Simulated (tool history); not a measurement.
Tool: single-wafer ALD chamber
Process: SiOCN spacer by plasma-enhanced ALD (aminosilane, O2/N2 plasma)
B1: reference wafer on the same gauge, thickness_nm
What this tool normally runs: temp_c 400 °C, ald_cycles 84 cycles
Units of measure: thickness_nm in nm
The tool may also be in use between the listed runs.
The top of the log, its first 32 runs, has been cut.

run 33 hour=392.3 | temp_c=387 ald_cycles=75 | B1=4.908 | thickness_nm=4.783
run 34 hour=410 | temp_c=386 ald_cycles=84 | B1=4.9 | thickness_nm=5.308
-- hour=440.1 gauge calibrated
run 35 hour=451.5 | temp_c=400 ald_cycles=77 | B1=4.993 | thickness_nm=4.97
run 36 hour=469.5 | temp_c=400 ald_cycles=84 | B1=4.993 | thickness_nm=5.432
run 37 hour=476.1 | temp_c=408 ald_cycles=79 | B1=4.994 | thickness_nm=5.002
run 38 hour=486.6 | temp_c=411 ald_cycles=98 | B1=4.99 | thickness_nm=6.114
run 39 hour=498.9 | temp_c=400 ald_cycles=84 | B1=4.99 | thickness_nm=5.423
run 40 hour=506 | temp_c=400 ald_cycles=84 | B1=4.992 | thickness_nm=5.42
run 41 hour=523.6 | temp_c=390 ald_cycles=71 | B1=4.988 | thickness_nm=4.589
run 42 hour=534.3 | temp_c=400 ald_cycles=73 | B1=4.992 | thickness_nm=4.691
run 43 hour=550.1 | temp_c=389 ald_cycles=94 | B1=4.984 | thickness_nm=6.075
run 44 hour=562.6 | temp_c=400 ald_cycles=84 | B1=4.984 | thickness_nm=5.419
run 45 hour=579.4 | temp_c=400 ald_cycles=100 | B1=4.985 | thickness_nm=6.438
run 46 hour=597.4 | temp_c=395 ald_cycles=67 | B1=4.98 | thickness_nm=4.325
run 47 hour=614.2 | temp_c=396 ald_cycles=94 | B1=4.977 | thickness_nm=6.049
run 48 hour=622 | temp_c=406 ald_cycles=84 | B1=4.976 | thickness_nm=5.306

3 options for the next run, each taken on its own from the tool as it stands now. Forecast them:
run A hour=622.6 | temp_c=388 ald_cycles=84 | B1=? | thickness_nm=?
run B hour=622.6 | temp_c=410 ald_cycles=75 | B1=? | thickness_nm=?
run C hour=622.6 | temp_c=405 ald_cycles=79 | B1=? | thickness_nm=?

run=A B1=4.976 thickness_nm=5.409
run=B B1=4.976 thickness_nm=4.702
run=C B1=4.976 thickness_nm=5.02
What these runs would have given with no unlogged condition in the tool:
run=A thickness_nm=5.424
run=B thickness_nm=4.715
run=C thickness_nm=5.034
